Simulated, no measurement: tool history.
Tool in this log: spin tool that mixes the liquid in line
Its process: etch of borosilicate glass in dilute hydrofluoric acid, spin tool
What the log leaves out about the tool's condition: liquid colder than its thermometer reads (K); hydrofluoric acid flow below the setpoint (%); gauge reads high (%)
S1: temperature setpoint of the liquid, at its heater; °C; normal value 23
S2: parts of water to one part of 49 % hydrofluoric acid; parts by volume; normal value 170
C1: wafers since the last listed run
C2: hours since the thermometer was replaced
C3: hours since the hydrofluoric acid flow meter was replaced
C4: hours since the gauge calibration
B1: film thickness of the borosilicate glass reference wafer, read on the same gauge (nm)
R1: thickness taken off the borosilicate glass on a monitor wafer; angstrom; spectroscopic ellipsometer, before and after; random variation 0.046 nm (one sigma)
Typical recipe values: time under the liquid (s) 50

run 1 hour=0 | S1=23 S2=170 time_under_the_liquid_(s)=50 | C1=0 C2=2154.6 C3=456.7 C4=525 | B1=50 | R1=101.9
run 2 hour=17.3 | S1=23 S2=170 time_under_the_liquid_(s)=50 | C1=159 C2=2171.9 C3=474 C4=542.3 | B1=50 | R1=102.7
run 3 hour=34 | S1=23 S2=170 time_under_the_liquid_(s)=50 | C1=154 C2=2188.6 C3=490.7 C4=559 | B1=49.99 | R1=102.1
run 4 hour=50.3 | S1=23 S2=170 time_under_the_liquid_(s)=50 | C1=150 C2=2204.9 C3=507 C4=575.3 | B1=50.01 | R1=101.2
run 5 hour=68.1 | S1=23 S2=170 time_under_the_liquid_(s)=50 | C1=164 C2=2222.7 C3=524.8 C4=593.1 | B1=50.02 | R1=102.2
-- hour=82.2 gauge calibrated
run 6 hour=85.8 | S1=23 S2=170 time_under_the_liquid_(s)=50 | C1=163 C2=2240.4 C3=542.5 C4=3.6 | B1=49.98 | R1=102.6
run 7 hour=102.9 | S1=23 S2=170 time_under_the_liquid_(s)=50 | C1=157 C2=2257.5 C3=559.6 C4=20.7 | B1=49.99 | R1=102
run 8 hour=119.3 | S1=23 S2=170 time_under_the_liquid_(s)=50 | C1=151 C2=2273.9 C3=576 C4=37.1 | B1=49.99 | R1=102.9
run 9 hour=131.7 | S1=23 S2=170 time_under_the_liquid_(s)=50 | C1=114 C2=2286.3 C3=588.4 C4=49.5 | B1=49.98 | R1=101.8
run 10 hour=146.2 | S1=23 S2=170 time_under_the_liquid_(s)=50 | C1=133 C2=2300.8 C3=602.9 C4=64 | B1=50 | R1=102.7
run 11 hour=157.8 | S1=23 S2=170 time_under_the_liquid_(s)=50 | C1=107 C2=2312.4 C3=614.5 C4=75.6 | B1=49.99 | R1=101.8
run 12 hour=170.9 | S1=23 S2=195 time_under_the_liquid_(s)=50 | C1=120 C2=2325.5 C3=627.6 C4=88.7 | B1=50.01 | R1=86.8
run 13 hour=180.6 | S1=23 S2=140 time_under_the_liquid_(s)=50 | C1=89 C2=2335.2 C3=637.3 C4=98.4 | B1=50.01 | R1=128.6
run 14 hour=191.2 | S1=24.5 S2=210 time_under_the_liquid_(s)=50 | C1=97 C2=2345.8 C3=647.9 C4=109 | B1=49.99 | R1=84.3
run 15 hour=199.4 | S1=23 S2=255 time_under_the_liquid_(s)=75 | C1=75 C2=2354 C3=656.1 C4=117.2 | B1=50.03 | R1=93.6
run 16 hour=209.2 | S1=24.5 S2=210 time_under_the_liquid_(s)=50 | C1=90 C2=2363.8 C3=665.9 C4=127 | B1=50 | R1=84
run 17 hour=216.9 | S1=27 S2=205 time_under_the_liquid_(s)=50 | C1=71 C2=2371.5 C3=673.6 C4=134.7 | B1=50 | R1=94.5
run 18 hour=229.8 | S1=23 S2=90 time_under_the_liquid_(s)=30 | C1=119 C2=2384.4 C3=686.5 C4=147.6 | B1=49.99 | R1=128
run 19 hour=239.1 | S1=23 S2=170 time_under_the_liquid_(s)=50 | C1=85 C2=2393.7 C3=695.8 C4=156.9 | B1=49.98 | R1=102.2
run 20 hour=248.4 | S1=23 S2=90 time_under_the_liquid_(s)=30 | C1=85 C2=2403 C3=705.1 C4=166.2 | B1=50 | R1=126.8
run 21 hour=284.3 | S1=20 S2=140 time_under_the_liquid_(s)=75 | C1=331 C2=2438.9 C3=741 C4=202.1 | B1=50 | R1=169.6
-- hour=324.1 thermometer replaced
run 22 hour=330.8 | S1=23 S2=170 time_under_the_liquid_(s)=50 | C1=419 C2=6.7 C3=787.5 C4=248.6 | B1=49.98 | R1=101.9
-- hour=333.2 hydrofluoric acid flow meter replaced
run 23 hour=342.8 | S1=27.5 S2=210 time_under_the_liquid_(s)=65 | C1=101 C2=18.7 C3=9.6 C4=260.6 | B1=50.01 | R1=120.4
run 24 hour=357.5 | S1=21.5 S2=225 time_under_the_liquid_(s)=50 | C1=135 C2=33.4 C3=24.3 C4=275.3 | B1=49.98 | R1=69.4
run 25 hour=372.6 | S1=26 S2=170 time_under_the_liquid_(s)=50 | C1=139 C2=48.5 C3=39.4 C4=290.4 | B1=49.99 | R1=114.3
run 26 hour=384.2 | S1=23 S2=170 time_under_the_liquid_(s)=50 | C1=107 C2=60.1 C3=51 C4=302 | B1=50 | R1=102.3
run 27 hour=428.6 | S1=23 S2=170 time_under_the_liquid_(s)=50 | C1=409 C2=104.5 C3=95.4 C4=346.4 | B1=49.97 | R1=101.9
run 28 hour=442.3 | S1=23 S2=170 time_under_the_liquid_(s)=50 | C1=126 C2=118.2 C3=109.1 C4=360.1 | B1=49.98 | R1=102.7
run 29 hour=448.8 | S1=23 S2=110 time_under_the_liquid_(s)=70 | C1=59 C2=124.7 C3=115.6 C4=366.6 | B1=50.02 | R1=236.1
run 30 hour=461.5 | S1=26 S2=140 time_under_the_liquid_(s)=75 | C1=117 C2=137.4 C3=128.3 C4=379.3 | B1=50.01 | R1=215.7
run 31 hour=476 | S1=23 S2=90 time_under_the_liquid_(s)=30 | C1=133 C2=151.9 C3=142.8 C4=393.8 | B1=50 | R1=126.7
run 32 hour=485.3 | S1=21 S2=215 time_under_the_liquid_(s)=50 | C1=85 C2=161.2 C3=152.1 C4=403.1 | B1=49.99 | R1=71.2

5 ways to go on from here, each from the tool as it stands after run 32. What would each give?
run A hour=485.7 | S1=23 S2=170 time_under_the_liquid_(s)=50 | C1=3 C2=161.6 C3=152.5 C4=403.5 | B1=? | R1=?
run B hour=485.7 | S1=23 S2=110 time_under_the_liquid_(s)=75 | C1=3 C2=161.6 C3=152.5 C4=403.5 | B1=? | R1=?
run C hour=485.7 | S1=19.5 S2=170 time_under_the_liquid_(s)=40 | C1=3 C2=161.6 C3=152.5 C4=403.5 | B1=? | R1=?
run D hour=485.7 | S1=23 S2=170 time_under_the_liquid_(s)=25 | C1=3 C2=161.6 C3=152.5 C4=403.5 | B1=? | R1=?
run E hour=485.7 | S1=27 S2=170 time_under_the_liquid_(s)=40 | C1=3 C2=161.6 C3=152.5 C4=403.5 | B1=? | R1=?

run=A B1=50.01 R1=102.5
run=B B1=50.01 R1=254.2
run=C B1=50.01 R1=71.6
run=D B1=50.01 R1=51.2
run=E B1=50.01 R1=95.2
Without the tool's hidden state the same runs would have given:
run=A R1=102.5
run=B R1=254.2
run=C R1=71.6
run=D R1=51.2
run=E R1=95.2

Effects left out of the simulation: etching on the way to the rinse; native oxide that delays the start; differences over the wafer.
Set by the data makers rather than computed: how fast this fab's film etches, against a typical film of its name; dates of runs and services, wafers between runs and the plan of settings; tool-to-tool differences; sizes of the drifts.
